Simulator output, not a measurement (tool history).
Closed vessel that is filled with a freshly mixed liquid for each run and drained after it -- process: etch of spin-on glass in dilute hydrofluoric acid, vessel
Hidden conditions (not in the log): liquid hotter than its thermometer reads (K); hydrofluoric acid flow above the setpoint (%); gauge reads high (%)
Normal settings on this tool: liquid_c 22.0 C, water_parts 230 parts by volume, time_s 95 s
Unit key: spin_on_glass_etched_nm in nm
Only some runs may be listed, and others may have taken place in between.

run,hour,liquid_c,water_parts,time_s,wafers since the last listed run,hours since the thermometer was replaced,hours since the hydrofluoric acid flow meter was replaced,hours since the gauge calibration,"read-back film thickness of the spin-on glass reference wafer, read on the same gauge (nm)",spin_on_glass_etched_nm
1,0.0,21.0,230,95,0,688.0,618.0,10.8,39.98,9.11
2,118.7,21.0,230,95,9714,806.7,736.7,129.5,40.01,9.25
3,174.1,21.0,230,95,4534,862.1,792.1,184.9,40.00,9.36
4,239.9,18.0,185,95,5385,927.9,857.9,250.7,39.99,10.89
5,290.3,18.0,185,95,4124,978.3,908.3,301.1,40.00,10.81
6,349.1,18.0,185,95,4812,1037.1,967.1,359.9,40.02,10.84
7,378.8,18.5,170,95,2430,1066.8,996.8,389.6,39.99,12.34
8,403.6,24.5,230,70,2029,1091.6,1021.6,414.4,39.99,7.83
9,429.9,22.0,230,95,2152,1117.9,1047.9,440.7,40.03,9.87
10,473.5,18.0,230,95,3568,1161.5,1091.5,484.3,39.98,8.55
11,523.5,18.0,230,95,4092,1211.5,1141.5,534.3,39.98,8.45
# hour 552.9: hydrofluoric acid flow meter replaced
12,556.0,18.0,230,95,2578,1244.0,3.1,566.8,39.98,7.83
13,599.1,22.0,230,95,3527,1287.1,46.2,609.9,40.01,9.16
14,663.0,22.0,230,95,5229,1351.0,110.1,673.8,40.02,9.27
# hour 667.8: gauge calibrated
15,697.3,22.0,155,95,2807,1385.3,144.4,29.5,40.01,15.06
16,727.2,22.0,230,95,2447,1415.2,174.3,59.4,39.99,9.31
17,766.1,22.0,230,115,3183,1454.1,213.2,98.3,39.98,11.37
18,829.1,22.0,230,95,5156,1517.1,276.2,161.3,40.01,9.44
# hour 875.0: thermometer replaced
19,889.0,22.0,330,145,4820,14.0,336.1,221.2,40.00,9.00
20,937.6,24.0,315,115,3977,62.6,384.7,269.8,39.99,8.26
21,1002.4,22.0,230,95,5303,127.4,449.5,334.6,40.00,9.57
22,1065.1,22.0,230,75,5131,190.1,512.2,397.3,39.97,7.52
23,1100.6,22.0,310,95,2905,225.6,547.7,432.8,40.01,6.52
24,1125.0,22.0,230,95,1996,250.0,572.1,457.2,40.02,9.51
25,1186.4,17.0,230,140,5025,311.4,633.5,518.6,40.01,11.77
26,1230.0,22.0,315,125,3568,355.0,677.1,562.2,40.00,8.60
27,1268.9,22.0,230,95,3183,393.9,716.0,601.1,40.00,9.59
# hour 1334.7: gauge calibrated
28,1335.5,18.5,115,60,5450,460.5,782.6,0.8,39.99,11.75

Hidden state, per run?
liquid hotter than its thermometer reads (K): 0, the same for each run
gauge reads high (%): 0, the same for each run
H1: hydrofluoric acid flow above the setpoint (%)
run,H1
1,3.61
2,4.2
3,4.47
4,4.79
5,5.04
6,5.33
7,5.48
8,5.6
9,5.73
10,5.94
11,6.19
12,0.0237
13,0.236
14,0.551
15,0.72
16,0.867
17,1.06
18,1.37
19,1.66
20,1.9
21,2.22
22,2.53
23,2.71
24,2.83
25,3.13
26,3.34
27,3.53
28,3.86

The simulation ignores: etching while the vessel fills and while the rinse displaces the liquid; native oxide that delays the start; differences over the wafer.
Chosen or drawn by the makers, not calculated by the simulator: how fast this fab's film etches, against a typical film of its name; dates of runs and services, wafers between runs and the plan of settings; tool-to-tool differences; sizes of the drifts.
